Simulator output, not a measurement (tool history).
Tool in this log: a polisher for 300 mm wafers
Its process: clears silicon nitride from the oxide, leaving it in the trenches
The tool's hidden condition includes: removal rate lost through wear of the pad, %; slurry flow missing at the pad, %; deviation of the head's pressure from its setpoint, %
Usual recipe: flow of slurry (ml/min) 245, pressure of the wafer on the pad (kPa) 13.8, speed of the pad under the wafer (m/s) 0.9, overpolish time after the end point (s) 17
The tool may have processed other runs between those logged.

run	hour	flow of slurry (ml/min)	pressure of the wafer on the pad (kPa)	speed of the pad under the wafer (m/s)	overpolish time after the end point (s)	wafers since the last listed run	wafers polished on this pad	hours since the slurry nozzle was cleaned	hours since the head pressure was calibrated	incoming thickness of the incoming film, nm	time until the end point was called (s)
1	0	245	13.8	0.98	17	0	556	517.7	1262.3	85.4	162.1
2	15.9	245	13.8	0.98	17	119	675	533.6	1278.2	83.7	161
# hour 25.8: worn pad replaced by a new one
3	29.4	275	13.8	0.9	17	71	27	547.1	1291.7	86.7	164.2
4	58.4	275	13.8	0.9	17	217	244	576.1	1320.7	85.3	166.5
5	78.4	275	13.8	0.9	17	150	394	596.1	1340.7	84.9	169.4
6	107.3	245	13.8	0.9	17	216	611	625	1369.6	86.5	175.7
# hour 114.8: slurry nozzle cleaned
# hour 123.1: worn pad replaced by a new one
7	123.9	245	13.8	0.9	17	87	5	9.1	1386.2	85.2	159.2
8	151.7	245	16.5	0.78	17	208	214	36.9	1414	85.2	174.3
# hour 215.1: head pressure recalibrated
9	217.7	245	13.8	0.98	17	480	694	102.9	2.6	84.1	159.6
# hour 230.3: worn pad replaced by a new one
10	252.1	245	13.8	0.9	17	228	163	137.3	37	84.7	168.2
11	273.3	290	13.8	0.9	17	159	322	158.5	58.2	84.7	169.1
12	296	195	13.8	1.16	21	170	492	181.2	80.9	85.8	143.8
13	310.2	245	17.2	0.9	23	106	599	195.4	95.1	83.9	148
# hour 334.5: worn pad replaced by a new one
14	342.9	245	11	0.9	13	215	63	228.1	127.8	86	184.6
15	359.8	165	11	0.68	25	126	189	245	144.7	84.1	264.5

Consider 3 possible next runs. They are alternatives, not a sequence: every one starts from the tool as it was left by run 15. What does each give?
A	360.3	320	13.8	0.9	17	3	193	245.5	145.2	85.7	?
B	360.3	215	9	1.2	17	3	193	245.5	145.2	85.7	?
C	360.3	160	12.4	1.04	11	3	193	245.5	145.2	85.7	?

run	time until the end point was called (s)
A	166.1
B	166.8
C	167.4
With no hidden state in the tool, these same runs would have given:
run	time until the end point was called (s)
A	157
B	157.6
C	158.2
